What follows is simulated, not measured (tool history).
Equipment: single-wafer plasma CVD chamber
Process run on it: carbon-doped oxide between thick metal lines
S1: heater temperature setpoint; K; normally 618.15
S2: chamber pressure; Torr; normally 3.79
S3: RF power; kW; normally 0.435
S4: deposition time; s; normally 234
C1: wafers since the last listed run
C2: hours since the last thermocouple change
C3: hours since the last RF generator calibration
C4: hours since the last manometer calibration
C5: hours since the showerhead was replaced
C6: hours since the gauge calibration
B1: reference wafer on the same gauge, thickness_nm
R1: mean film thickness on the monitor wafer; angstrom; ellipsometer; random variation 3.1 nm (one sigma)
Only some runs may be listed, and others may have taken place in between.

Run 1, hour 0: usual settings; C1 0; C2 1005; C3 575.8; C4 1344.4; C5 5685.9; C6 154.7; B1 1340.278. Result: R1 11598.28 angstrom.
At hour 44.9: thermocouple changed; heater temperature recalibrated.
Run 2, hour 45.4: usual settings; C1 214; C2 0.5; C3 621.2; C4 1389.8; C5 5731.3; C6 200.1; B1 1339.659. Result: R1 11604.76 angstrom.
At hour 108.9: capacitance manometer re-zeroed and calibrated.
Run 3, hour 109.4: usual settings; C1 321; C2 64.5; C3 685.2; C4 0.5; C5 5795.3; C6 264.1; B1 1341.311. Result: R1 11595.21 angstrom.
Run 4, hour 197.3: usual settings; C1 504; C2 152.4; C3 773.1; C4 88.4; C5 5883.2; C6 352; B1 1340.151. Result: R1 11629.48 angstrom.
Run 5, hour 281.3: usual settings; C1 481; C2 236.4; C3 857.1; C4 172.4; C5 5967.2; C6 436; B1 1339.707. Result: R1 11595.58 angstrom.
Run 6, hour 450.4: usual settings; C1 969; C2 405.5; C3 1026.2; C4 341.5; C5 6136.3; C6 605.1; B1 1340.646. Result: R1 11639.6 angstrom.
Run 7, hour 536.9: usual settings; C1 496; C2 492; C3 1112.7; C4 428; C5 6222.8; C6 691.6; B1 1339.811. Result: R1 11600.94 angstrom.
Run 8, hour 613: usual settings; C1 436; C2 568.1; C3 1188.8; C4 504.1; C5 6298.9; C6 767.7; B1 1340.454. Result: R1 11694.76 angstrom.
Run 9, hour 702.2: usual settings; C1 511; C2 657.3; C3 1278; C4 593.3; C5 6388.1; C6 856.9; B1 1340.106. Result: R1 11603.79 angstrom.
Run 10, hour 795.5: usual settings but S1 623.15 K; C1 535; C2 750.6; C3 1371.3; C4 686.6; C5 6481.4; C6 950.2; B1 1340.594. Result: R1 11423.1 angstrom.
Run 11, hour 903.1: usual settings but S1 623.15 K; C1 617; C2 858.2; C3 1478.9; C4 794.2; C5 6589; C6 1057.8; B1 1339.806. Result: R1 11450.93 angstrom.
Run 12, hour 982.1: usual settings but S1 623.15 K; C1 453; C2 937.2; C3 1557.9; C4 873.2; C5 6668; C6 1136.8; B1 1340.34. Result: R1 11468.86 angstrom.
At hour 1051.7: thermocouple changed; heater temperature recalibrated.
Run 13, hour 1066.1: usual settings but S4 254 s; C1 435; C2 14.4; C3 1641.9; C4 957.2; C5 6752; C6 1220.8; B1 1339.594. Result: R1 12600.44 angstrom.
At hour 1110.6: showerhead replaced.
Run 14, hour 1133.7: usual settings; C1 341; C2 82; C3 1709.5; C4 1024.8; C5 23.1; C6 1288.4; B1 1339.36. Result: R1 11600.86 angstrom.
Run 15, hour 1194.6: usual settings but S1 607.15 K, S2 3.07 Torr; C1 349; C2 142.9; C3 1770.4; C4 1085.7; C5 84; C6 1349.3; B1 1340.123. Result: R1 11690.06 angstrom.
At hour 1244.9: capacitance manometer re-zeroed and calibrated.
Run 16, hour 1251.9: usual settings but S3 0.46 kW, S4 195 s; C1 282; C2 200.2; C3 1827.7; C4 7; C5 141.3; C6 1406.6; B1 1340.553. Result: R1 10068.97 angstrom.
Run 17, hour 1335.3: usual settings but S3 0.35 kW; C1 478; C2 283.6; C3 1911.1; C4 90.4; C5 224.7; C6 1490; B1 1341.545. Result: R1 10062.71 angstrom.
Run 18, hour 1397.9: usual settings; C1 358; C2 346.2; C3 1973.7; C4 153; C5 287.3; C6 1552.6; B1 1339.211. Result: R1 11609.76 angstrom.
Run 19, hour 1475.2: usual settings; C1 443; C2 423.5; C3 2051; C4 230.3; C5 364.6; C6 1629.9; B1 1340.906. Result: R1 11615.35 angstrom.
Run 20, hour 1522.2: usual settings but S3 0.475 kW; C1 269; C2 470.5; C3 2098; C4 277.3; C5 411.6; C6 1676.9; B1 1339.548. Result: R1 12215.74 angstrom.
At hour 1601.6: gauge calibrated.
Run 21, hour 1628.5: usual settings but S1 627.15 K, S4 189 s; C1 609; C2 576.8; C3 2204.3; C4 383.6; C5 517.9; C6 26.9; B1 1340.762. Result: R1 9146.92 angstrom.
Run 22, hour 1736.2: usual settings but S2 4.3 Torr; C1 617; C2 684.5; C3 2312; C4 491.3; C5 625.6; C6 134.6; B1 1340.645. Result: R1 11856.17 angstrom.
At hour 1757.8: RF generator calibrated.
Run 23, hour 1788.2: usual settings but S1 632.15 K, S2 4.61 Torr, S3 0.465 kW, S4 214 s; C1 252; C2 736.5; C3 30.4; C4 543.3; C5 677.6; C6 186.6; B1 1339.821. Result: R1 11040.36 angstrom.
Run 24, hour 1837.7: usual settings but S1 628.15 K, S4 264 s; C1 283; C2 786; C3 79.9; C4 592.8; C5 727.1; C6 236.1; B1 1339.232. Result: R1 12728.21 angstrom.
Run 25, hour 2056.5: usual settings but S1 624.15 K, S2 4.52 Torr, S3 0.46 kW, S4 277 s; C1 1254; C2 1004.8; C3 298.7; C4 811.6; C5 945.9; C6 454.9; B1 1339.57. Result: R1 14351.17 angstrom.
At hour 2185.3: thermocouple changed; heater temperature recalibrated.
Run 26, hour 2334: usual settings; C1 1545; C2 148.7; C3 576.2; C4 1089.1; C5 1223.4; C6 732.4; B1 1340.052. Result: R1 11620.37 angstrom.
At hour 2395.2: capacitance manometer re-zeroed and calibrated.
Run 27, hour 2421.3: usual settings but S1 610.15 K; C1 454; C2 236; C3 663.5; C4 26.1; C5 1310.7; C6 819.7; B1 1339.38. Result: R1 11899 angstrom.
Run 28, hour 2482.5: usual settings; C1 350; C2 297.2; C3 724.7; C4 87.3; C5 1371.9; C6 880.9; B1 1339.771. Result: R1 11612.84 angstrom.
Run 29, hour 2559.6: usual settings but S1 606.15 K, S3 0.385 kW, S4 258 s; C1 442; C2 374.3; C3 801.8; C4 164.4; C5 1449; C6 958; B1 1339.519. Result: R1 12294.75 angstrom.

Forecast each of these 3 alternatives for the next run:
Run A, hour 2560.1: usual settings; C1 2; C2 374.8; C3 802.3; C4 164.9; C5 1449.5; C6 958.5; B1 ?. Result: R1 ?.
Run B, hour 2560.1: usual settings but S2 4.67 Torr; C1 2; C2 374.8; C3 802.3; C4 164.9; C5 1449.5; C6 958.5; B1 ?. Result: R1 ?.
Run C, hour 2560.1: usual settings but S2 4.49 Torr, S3 0.48 kW; C1 2; C2 374.8; C3 802.3; C4 164.9; C5 1449.5; C6 958.5; B1 ?. Result: R1 ?.

run        B1        R1
  A  1340.894  11625.81
  B  1340.894  12055.46
  C  1340.894  12725.97
Had the tool no hidden state, the same runs would have come out as:
run        R1
  A  11625.81
  B  12055.46
  C  12725.97
